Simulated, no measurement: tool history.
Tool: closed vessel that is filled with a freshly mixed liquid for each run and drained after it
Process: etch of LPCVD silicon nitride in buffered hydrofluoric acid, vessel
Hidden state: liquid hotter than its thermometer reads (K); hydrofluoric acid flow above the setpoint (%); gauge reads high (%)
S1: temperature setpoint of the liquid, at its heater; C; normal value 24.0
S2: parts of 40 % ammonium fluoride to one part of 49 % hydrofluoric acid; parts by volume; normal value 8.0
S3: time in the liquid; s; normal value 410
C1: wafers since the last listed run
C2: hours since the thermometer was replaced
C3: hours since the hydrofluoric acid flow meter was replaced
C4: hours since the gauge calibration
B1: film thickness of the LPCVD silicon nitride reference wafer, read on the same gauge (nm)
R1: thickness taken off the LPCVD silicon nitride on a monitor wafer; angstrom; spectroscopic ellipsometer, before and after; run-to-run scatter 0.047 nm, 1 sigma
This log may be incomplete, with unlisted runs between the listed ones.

run	day	S1	S2	S3	C1	C2	C3	C4	B1	R1
1	0.000	24.0	8.0	410	0	2055.8	962.9	21.7	39.94	74.2
2	0.492	24.0	8.0	410	657	2067.6	974.7	33.5	40.00	74.2
3	0.838	24.0	8.0	410	462	2075.9	983.0	41.8	39.99	73.6
4	1.296	24.0	8.0	410	613	2086.9	994.0	52.8	40.01	74.7
5	2.021	24.0	8.0	410	969	2104.3	1011.4	70.2	40.01	74.0
6	2.675	24.0	8.0	410	875	2120.0	1027.1	85.9	40.02	73.8
7	3.504	24.0	8.0	410	1109	2139.9	1047.0	105.8	40.06	73.9
8	4.221	24.0	8.0	410	958	2157.1	1064.2	123.0	39.99	74.0
9	4.562	24.0	9.5	410	457	2165.3	1072.4	131.2	39.97	63.3
10	4.904	24.0	8.0	595	457	2173.5	1080.6	139.4	40.00	108.4
11	5.300	24.0	8.0	595	529	2183.0	1090.1	148.9	39.97	108.6
12	5.562	24.0	8.0	595	351	2189.3	1096.4	155.2	39.99	107.7
13	5.912	24.0	8.0	230	468	2197.7	1104.8	163.6	40.01	41.3
14	6.167	24.0	8.0	230	340	2203.8	1110.9	169.7	40.01	41.7
15	6.575	22.0	6.5	410	546	2213.6	1120.7	179.5	39.98	82.4
16	7.188	27.0	6.0	180	819	2228.3	1135.4	194.2	39.98	50.3
17	7.842	24.0	9.5	225	875	2244.0	1151.1	209.9	39.99	34.4
18	8.333	24.0	8.0	410	657	2255.8	1162.9	221.7	40.03	73.3
# day 8.588: hydrofluoric acid flow meter replaced
19	8.804	24.0	8.0	410	574	2267.1	5.2	233.0	40.00	74.4
20	9.258	26.0	8.0	410	607	2278.0	16.1	243.9	40.02	83.2
21	9.875	24.0	8.0	605	825	2292.8	30.9	258.7	40.01	111.5
22	10.554	24.0	10.5	285	908	2309.1	47.2	275.0	40.02	40.7
23	11.992	19.5	5.5	570	1923	2343.6	81.7	309.5	39.98	116.8
# day 12.017: gauge calibrated
# day 12.229: thermometer replaced
24	12.375	24.0	8.0	410	457	3.5	90.9	8.6	40.03	64.6
25	13.054	24.0	8.0	585	908	19.8	107.2	24.9	40.01	94.1
26	13.421	24.0	8.0	195	490	28.6	116.0	33.7	40.04	31.6
27	14.050	24.0	8.0	410	841	43.7	131.1	48.8	40.03	65.9
28	14.654	24.0	9.0	170	808	58.2	145.6	63.3	40.05	24.3
29	14.996	24.0	10.0	410	457	66.4	153.8	71.5	40.02	54.8
30	15.904	24.0	8.0	410	1215	88.2	175.6	93.3	39.99	67.2
31	16.612	27.5	9.5	295	947	105.2	192.6	110.3	39.99	48.6
32	17.067	24.0	5.5	410	607	116.1	203.5	121.2	40.02	93.3
33	18.858	25.5	6.5	410	2397	159.1	246.5	164.2	40.00	88.6

Across each entry between runs, compare the hidden state at the last listed run before it with the hidden state at the first listed run after it:
Run 18 -> run 19: hydrofluoric acid flow meter replaced (day 8.588)
  liquid hotter than its thermometer reads (K): 2.76 -> 2.77
  the result without the hidden state subtracted from the measured one, R1: +10.2 -> +10.3 angstrom
Run 23 -> run 24: gauge calibrated (day 12.017); thermometer replaced (day 12.229)
  liquid hotter than its thermometer reads (K): 2.85 -> 0.427
  the result without the hidden state subtracted from the measured one, R1: +17.1 -> +1.5 angstrom

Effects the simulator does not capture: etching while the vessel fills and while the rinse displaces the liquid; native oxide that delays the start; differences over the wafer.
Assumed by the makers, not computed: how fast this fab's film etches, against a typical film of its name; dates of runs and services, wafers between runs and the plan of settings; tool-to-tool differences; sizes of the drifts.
